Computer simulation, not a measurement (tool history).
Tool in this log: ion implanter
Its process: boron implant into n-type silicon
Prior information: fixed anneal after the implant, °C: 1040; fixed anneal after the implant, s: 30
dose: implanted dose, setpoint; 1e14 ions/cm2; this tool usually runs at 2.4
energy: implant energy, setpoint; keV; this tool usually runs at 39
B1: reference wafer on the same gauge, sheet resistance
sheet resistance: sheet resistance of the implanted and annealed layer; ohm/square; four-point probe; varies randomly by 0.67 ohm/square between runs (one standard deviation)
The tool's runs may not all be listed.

Run 1, hour 0: usual settings; B1 348.3. Result: sheet resistance 397.12 ohm/square.
Run 2, hour 8.2: usual settings; B1 348.05. Result: sheet resistance 398.2 ohm/square.
Run 3, hour 21: usual settings; B1 347.95. Result: sheet resistance 397.79 ohm/square.
Run 4, hour 36: usual settings but energy 46 keV; B1 348.11. Result: sheet resistance 390.8 ohm/square.
Run 5, hour 50: usual settings but energy 46 keV; B1 348.25. Result: sheet resistance 390.8 ohm/square.
Run 6, hour 60.3: usual settings; B1 348.03. Result: sheet resistance 397.17 ohm/square.
Run 7, hour 66.4: usual settings; B1 348.09. Result: sheet resistance 397.47 ohm/square.
Run 8, hour 80.7: usual settings; B1 347.99. Result: sheet resistance 398.53 ohm/square.
At hour 89.2: gauge calibrated.
Run 9, hour 92.5: usual settings; B1 347.96. Result: sheet resistance 398.47 ohm/square.
Run 10, hour 99.6: usual settings; B1 348.08. Result: sheet resistance 396.55 ohm/square.
Run 11, hour 114.7: usual settings; B1 347.68. Result: sheet resistance 398.13 ohm/square.
Run 12, hour 130.6: usual settings; B1 348.29. Result: sheet resistance 398.35 ohm/square.
Run 13, hour 139.7: usual settings; B1 347.9. Result: sheet resistance 398.07 ohm/square.
Run 14, hour 154.5: usual settings; B1 348.06. Result: sheet resistance 398.23 ohm/square.
Run 15, hour 171.4: usual settings; B1 347.79. Result: sheet resistance 398.29 ohm/square.
Run 16, hour 186.3: usual settings but dose 2.83 1e14 ions/cm2, energy 28 keV; B1 347.96. Result: sheet resistance 362.66 ohm/square.
At hour 202: extraction supply calibrated.
Run 17, hour 202.5: usual settings but dose 1.78 1e14 ions/cm2; B1 348.04. Result: sheet resistance 501.41 ohm/square.
Run 18, hour 209.4: usual settings but dose 3.01 1e14 ions/cm2, energy 25.5 keV; B1 348.16. Result: sheet resistance 348.57 ohm/square.
Run 19, hour 218.5: usual settings but dose 2.09 1e14 ions/cm2, energy 27 keV; B1 348.01. Result: sheet resistance 464.28 ohm/square.
Run 20, hour 228.6: usual settings but dose 2.87 1e14 ions/cm2, energy 49 keV; B1 348.04. Result: sheet resistance 336.31 ohm/square.
Run 21, hour 241.9: usual settings but dose 1.95 1e14 ions/cm2; B1 348.19. Result: sheet resistance 468.74 ohm/square.
Run 22, hour 248.7: usual settings but dose 1.87 1e14 ions/cm2, energy 49 keV; B1 347.83. Result: sheet resistance 468.31 ohm/square.
Run 23, hour 258.6: usual settings but dose 2.82 1e14 ions/cm2, energy 30 keV; B1 348.15. Result: sheet resistance 361.56 ohm/square.
Run 24, hour 274.8: usual settings but dose 1.74 1e14 ions/cm2, energy 31.5 keV; B1 348.03. Result: sheet resistance 527.13 ohm/square.
At hour 296.2: Faraday cup replaced and dose calibrated.
Run 25, hour 296.7: usual settings; B1 347.94. Result: sheet resistance 383.37 ohm/square.
Run 26, hour 297.1: usual settings; B1 348.13. Result: sheet resistance 383.95 ohm/square.
Run 27, hour 309: usual settings; B1 348.12. Result: sheet resistance 384.21 ohm/square.
Run 28, hour 317.1: usual settings; B1 347.89. Result: sheet resistance 385.42 ohm/square.
Run 29, hour 332.8: usual settings but dose 2.16 1e14 ions/cm2; B1 347.93. Result: sheet resistance 417.41 ohm/square.
Run 30, hour 346: usual settings but dose 2.69 1e14 ions/cm2, energy 52 keV; B1 347.97. Result: sheet resistance 338.86 ohm/square.
Run 31, hour 356.7: usual settings but energy 52 keV; B1 348.15. Result: sheet resistance 370.19 ohm/square.
At hour 365.4: gauge calibrated.
Run 32, hour 372.2: usual settings but dose 2.15 1e14 ions/cm2, energy 35 keV; B1 347.84. Result: sheet resistance 423.52 ohm/square.
Run 33, hour 385.6: usual settings; B1 348.23. Result: sheet resistance 384.86 ohm/square.
Run 34, hour 397.4: usual settings but energy 32 keV; B1 348.03. Result: sheet resistance 392.82 ohm/square.
Run 35, hour 413.2: usual settings but dose 2.02 1e14 ions/cm2, energy 46.5 keV; B1 347.96. Result: sheet resistance 429.14 ohm/square.
Run 36, hour 423.1: usual settings but dose 2.77 1e14 ions/cm2, energy 44 keV; B1 348.31. Result: sheet resistance 338.99 ohm/square.
Run 37, hour 437.2: usual settings but dose 2.7 1e14 ions/cm2, energy 51 keV; B1 348.19. Result: sheet resistance 339.75 ohm/square.

Subtracting, for every run, the result it would have given without the tool's unlogged condition from the measured result gives the following. The same run-to-run variation enters both numbers; the gauge's scatter may not:
What the log doesn't record here: deviation of the true dose from the Faraday cup's reading, %; deviation of the true energy from its setpoint, %; gauge reads high (%).
run  sheet resistance
  1               +14
  2             +14.1
  3            +14.16
  4            +13.83
  5            +13.93
  6            +14.39
  7            +14.44
  8            +14.57
  9            +14.65
 10            +14.62
 11            +14.78
 12            +14.88
 13            +14.94
 14            +15.03
 15            +15.15
 16            +14.38
 17            +18.59
 18            +14.03
 19            +18.32
 20            +13.24
 21            +17.87
 22            +17.47
 23            +14.74
 24            +20.54
 25             +0.17
 26             +0.18
 27             +0.25
 28              +0.3
 29             +0.42
 30             +0.42
 31             +0.52
 32              +0.7
 33             +0.72
 34             +0.83
 35             +0.96
 36             +0.85
 37             +0.92
